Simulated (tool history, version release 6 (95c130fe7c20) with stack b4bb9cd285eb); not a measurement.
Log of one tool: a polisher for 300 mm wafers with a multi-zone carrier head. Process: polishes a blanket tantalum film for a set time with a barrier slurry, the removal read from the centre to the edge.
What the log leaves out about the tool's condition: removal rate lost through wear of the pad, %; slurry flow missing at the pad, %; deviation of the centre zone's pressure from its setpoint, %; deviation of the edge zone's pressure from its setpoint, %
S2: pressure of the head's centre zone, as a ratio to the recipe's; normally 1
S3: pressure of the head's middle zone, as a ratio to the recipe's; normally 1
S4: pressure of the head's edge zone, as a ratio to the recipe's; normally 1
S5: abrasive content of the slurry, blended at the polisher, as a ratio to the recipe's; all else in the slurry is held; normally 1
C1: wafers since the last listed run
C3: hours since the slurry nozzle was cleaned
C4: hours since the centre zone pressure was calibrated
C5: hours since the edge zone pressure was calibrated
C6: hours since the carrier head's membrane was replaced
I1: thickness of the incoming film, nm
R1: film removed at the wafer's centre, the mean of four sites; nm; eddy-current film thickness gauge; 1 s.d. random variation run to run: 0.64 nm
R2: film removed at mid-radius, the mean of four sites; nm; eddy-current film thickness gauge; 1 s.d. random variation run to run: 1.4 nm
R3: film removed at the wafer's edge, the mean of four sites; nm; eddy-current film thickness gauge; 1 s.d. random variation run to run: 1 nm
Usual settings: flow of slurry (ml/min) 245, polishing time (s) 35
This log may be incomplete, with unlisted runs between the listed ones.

Run 1, hour 0: usual settings; C1 0; wafers polished on this pad 1799; C3 189; C4 109.3; C5 235.1; C6 1082.5; I1 249.8. Result: R1 98.9 nm, R2 103.5 nm, R3 102.4 nm.
Run 2, hour 44.2: usual settings but S5 0.8; C1 574; wafers polished on this pad 2373; C3 233.2; C4 153.5; C5 279.3; C6 1126.7; I1 246.5. Result: R1 85.2 nm, R2 90.5 nm, R3 89.6 nm.
Run 3, hour 105.6: usual settings but S5 0.8; C1 797; wafers polished on this pad 3170; C3 294.6; C4 214.9; C5 340.7; C6 1188.1; I1 254.7. Result: R1 83.7 nm, R2 89.9 nm, R3 88.7 nm.
At hour 136.9: worn pad replaced by a new one.
Run 4, hour 163.8: usual settings; C1 703; wafers polished on this pad 349; C3 352.8; C4 273.1; C5 398.9; C6 1246.3; I1 253.1. Result: R1 96.3 nm, R2 103 nm, R3 101.9 nm.
At hour 224.7: edge zone pressure recalibrated.
Run 5, hour 233.2: usual settings; C1 875; wafers polished on this pad 1225; C3 422.2; C4 342.5; C5 8.5; C6 1315.7; I1 247.2. Result: R1 95.5 nm, R2 104.9 nm, R3 102 nm.
Run 6, hour 270.4: usual settings; C1 483; wafers polished on this pad 1708; C3 459.4; C4 379.7; C5 45.7; C6 1352.9; I1 247.9. Result: R1 95.7 nm, R2 102.7 nm, R3 101.2 nm.
Run 7, hour 331.3: usual settings but S5 1.15; C1 790; wafers polished on this pad 2499; C3 520.3; C4 440.6; C5 106.6; C6 1413.8; I1 252.3. Result: R1 101.7 nm, R2 111.7 nm, R3 109 nm.
Run 8, hour 399.4: usual settings but flow of slurry (ml/min) 290, S2 1.08, polishing time (s) 38; C1 884; wafers polished on this pad 3383; C3 588.4; C4 508.7; C5 174.7; C6 1481.9; I1 246.6. Result: R1 112.6 nm, R2 114.2 nm, R3 113.2 nm.
Run 9, hour 449.2: usual settings but S3 0.94, S4 0.91; C1 646; wafers polished on this pad 4030; C3 638.2; C4 558.5; C5 224.5; C6 1531.7; I1 249.7. Result: R1 94.9 nm, R2 96 nm, R3 99.5 nm.
At hour 459.7: slurry nozzle cleaned.
At hour 460.7: worn pad replaced by a new one.
At hour 479.4: centre zone pressure recalibrated.
Run 10, hour 501.1: usual settings but S5 0.75; C1 622; wafers polished on this pad 499; C3 41.4; C4 21.7; C5 276.4; C6 1583.6; I1 253.8. Result: R1 83.3 nm, R2 85.8 nm, R3 85.4 nm.
At hour 536.9: carrier head's membrane replaced by a new one.
Run 11, hour 563.3: usual settings but flow of slurry (ml/min) 195, S2 0.94, S5 1.2; C1 742; wafers polished on this pad 1242; C3 103.6; C4 83.9; C5 338.6; C6 26.4; I1 252.4. Result: R1 99.9 nm, R2 107.2 nm, R3 107.1 nm.
Run 12, hour 613.1: usual settings but S3 1.1; C1 646; wafers polished on this pad 1888; C3 153.4; C4 133.7; C5 388.4; C6 76.2; I1 255.8. Result: R1 98.7 nm, R2 113.4 nm, R3 104.4 nm.
At hour 620.9: edge zone pressure recalibrated.
At hour 734.6: worn pad replaced by a new one.
Run 13, hour 790.7: usual settings; C1 2228; wafers polished on this pad 728; C3 331; C4 311.3; C5 169.8; C6 253.8; I1 250.1. Result: R1 96.5 nm, R2 106.3 nm, R3 102.4 nm.
Run 14, hour 837.7: usual settings but flow of slurry (ml/min) 195, S2 0.94, S5 1.2; C1 610; wafers polished on this pad 1338; C3 378; C4 358.3; C5 216.8; C6 300.8; I1 250.2. Result: R1 96.5 nm, R2 108.8 nm, R3 106.9 nm.
Run 15, hour 880.6: usual settings; C1 557; wafers polished on this pad 1895; C3 420.9; C4 401.2; C5 259.7; C6 343.7; I1 249.4. Result: R1 98.1 nm, R2 102.5 nm, R3 100.6 nm.
Run 16, hour 915.6: usual settings but flow of slurry (ml/min) 220, S3 1.06, S5 1.2, polishing time (s) 24; C1 454; wafers polished on this pad 2350; C3 455.9; C4 436.2; C5 294.7; C6 378.7; I1 248.6. Result: R1 71 nm, R2 77.2 nm, R3 75.8 nm.
Run 17, hour 985.4: usual settings but S4 0.97, polishing time (s) 44; C1 906; wafers polished on this pad 3256; C3 525.7; C4 506; C5 364.5; C6 448.5; I1 245.2. Result: R1 120.7 nm, R2 131.9 nm, R3 124.6 nm.
Run 18, hour 1009.9: usual settings but flow of slurry (ml/min) 170, S5 1.2; C1 318; wafers polished on this pad 3574; C3 550.2; C4 530.5; C5 389; C6 473; I1 248.6. Result: R1 96.9 nm, R2 105.3 nm, R3 105.8 nm.
At hour 1058.7: worn pad replaced by a new one.
At hour 1078.3: edge zone pressure recalibrated.
Run 19, hour 1078.8: usual settings but S2 0.88, S5 1.3; C1 816; wafers polished on this pad 234; C3 619.1; C4 599.4; C5 0.5; C6 541.9; I1 248.7. Result: R1 98.5 nm, R2 118.5 nm, R3 111.5 nm.
At hour 1116.3: centre zone pressure recalibrated.
Run 20, hour 1140.9: usual settings but flow of slurry (ml/min) 315, S2 1.11, S4 1.03; C1 780; wafers polished on this pad 1015; C3 681.2; C4 24.6; C5 62.6; C6 604; I1 253. Result: R1 109.9 nm, R2 106.4 nm, R3 104.9 nm.

Each row is a separate what-if for the run after 20, all from the same tool condition, not one after another. Results?
Run A, hour 1141.3: usual settings; C1 5; wafers polished on this pad 1020; C3 681.6; C4 25; C5 63; C6 604.4; I1 247.3. Result: R1 ?, R2 ?, R3 ?.
Run B, hour 1141.3: usual settings but flow of slurry (ml/min) 200, S5 1.25, polishing time (s) 23; C1 5; wafers polished on this pad 1020; C3 681.6; C4 25; C5 63; C6 604.4; I1 247.3. Result: R1 ?, R2 ?, R3 ?.
Run C, hour 1141.3: usual settings but S3 0.96, S5 0.8; C1 5; wafers polished on this pad 1020; C3 681.6; C4 25; C5 63; C6 604.4; I1 247.3. Result: R1 ?, R2 ?, R3 ?.
Run D, hour 1141.3: usual settings but S2 0.91; C1 5; wafers polished on this pad 1020; C3 681.6; C4 25; C5 63; C6 604.4; I1 247.3. Result: R1 ?, R2 ?, R3 ?.
Run E, hour 1141.3: usual settings but polishing time (s) 43; C1 5; wafers polished on this pad 1020; C3 681.6; C4 25; C5 63; C6 604.4; I1 247.3. Result: R1 ?, R2 ?, R3 ?.

run     R1     R2     R3
  A  101.1  103.8  103.4
  B   70.2   72.3   72.7
  C   88.1   87.4   90.2
  D   95.7  103.8  103.4
  E  124.2  127.5  127.1
With the hidden condition removed and each run's random variation left untouched, the same runs would have given:
run     R1     R2     R3
  A  101.3  103.8  103.4
  B   70.4   72.3   72.7
  C   88.3   87.4   90.2
  D   95.9  103.8  103.4
  E  124.4  127.5  127.1

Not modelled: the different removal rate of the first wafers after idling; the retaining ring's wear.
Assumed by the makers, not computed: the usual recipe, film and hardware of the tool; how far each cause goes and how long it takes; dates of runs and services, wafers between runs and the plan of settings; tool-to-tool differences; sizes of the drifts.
